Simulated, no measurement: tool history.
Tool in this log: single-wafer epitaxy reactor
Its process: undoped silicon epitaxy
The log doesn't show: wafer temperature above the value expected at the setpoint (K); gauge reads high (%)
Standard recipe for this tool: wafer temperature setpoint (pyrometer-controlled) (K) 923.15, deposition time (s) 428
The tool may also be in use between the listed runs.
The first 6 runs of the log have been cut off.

run   hour  wafer temperature setpoint (pyrometer-controlled) (K)  deposition time (s)  wafers since the last listed run  hours since the last pyrometer calibration  hours since the gauge calibration  read-back reference wafer on the same gauge, thickness_nm  mean film thickness on the monitor wafer (Å)
  7  150.6                                                 934.15                  428                                61                                      1699.4                              412.3                                                     67.338                                       1019.26
  8  247.3                                                 923.15                  428                               331                                      1796.1                              509.0                                                     67.512                                        802.55
  9  261.9                                                 923.15                  428                                50                                      1810.7                              523.6                                                     67.364                                        807.85
 10  295.4                                                 923.15                  428                               114                                      1844.2                              557.1                                                     67.256                                        806.35
 11  329.0                                                 923.15                  428                               115                                      1877.8                              590.7                                                     67.387                                        806.62
 12  364.7                                                 931.15                  370                               122                                      1913.5                              626.4                                                     67.398                                        821.66
 13  388.7                                                 931.15                  370                                82                                      1937.5                              650.4                                                     67.337                                        818.42
     420.0  -- pyrometer calibrated
 14  420.3                                                 923.15                  391                                80                                         0.3                              682.0                                                     67.335                                        673.66
 15  441.1                                                 923.15                  391                                71                                        21.1                              702.8                                                     67.528                                        674.91
 16  461.8                                                 923.15                  428                                70                                        41.8                              723.5                                                     67.402                                        733.77
 17  489.1                                                 932.15                  428                                93                                        69.1                              750.8                                                     67.459                                        904.93
 18  507.2                                                 923.15                  428                                62                                        87.2                              768.9                                                     67.410                                        740.08
 19  541.5                                                 923.15                  428                               117                                       121.5                              803.2                                                     67.505                                        738.04
     623.6  -- gauge calibrated
 20  649.2                                                 923.15                  428                               369                                       229.2                               25.6                                                     67.324                                        751.91
 21  681.3                                                 923.15                  428                               110                                       261.3                               57.7                                                     67.355                                        756.80
 22  707.9                                                 923.15                  428                                91                                       287.9                               84.3                                                     67.379                                        758.35
 23  742.7                                                 923.15                  428                               119                                       322.7                              119.1                                                     67.463                                        757.01
 24  761.2                                                 936.15                  502                                63                                       341.2                              137.6                                                     67.384                                       1166.33
 25  777.3                                                 937.15                  472                                55                                       357.3                              153.7                                                     67.495                                       1127.49
 26  804.4                                                 917.15                  390                                92                                       384.4                              180.8                                                     67.484                                        610.39
 27  818.0                                                 923.15                  428                                46                                       398.0                              194.4                                                     67.546                                        770.84
 28  838.0                                                 928.15                  474                                68                                       418.0                              214.4                                                     67.412                                        940.74
 29  868.2                                                 918.15                  373                               103                                       448.2                              244.6                                                     67.370                                        597.01
 30  901.5                                                 913.15                  351                               114                                       481.5                              277.9                                                     67.352                                        508.96

What does the tool deliver on the next run?
 31  927.4                                                 936.15                  428                                88                                       507.4                              303.8                                                          ?                                             ?

read-back reference wafer on the same gauge, thickness_nm: 67.265
mean film thickness on the monitor wafer (Å): 1014.12
Minus the tool's unlogged condition, the same run would have read mean film thickness on the monitor wafer (Å) 972.73.
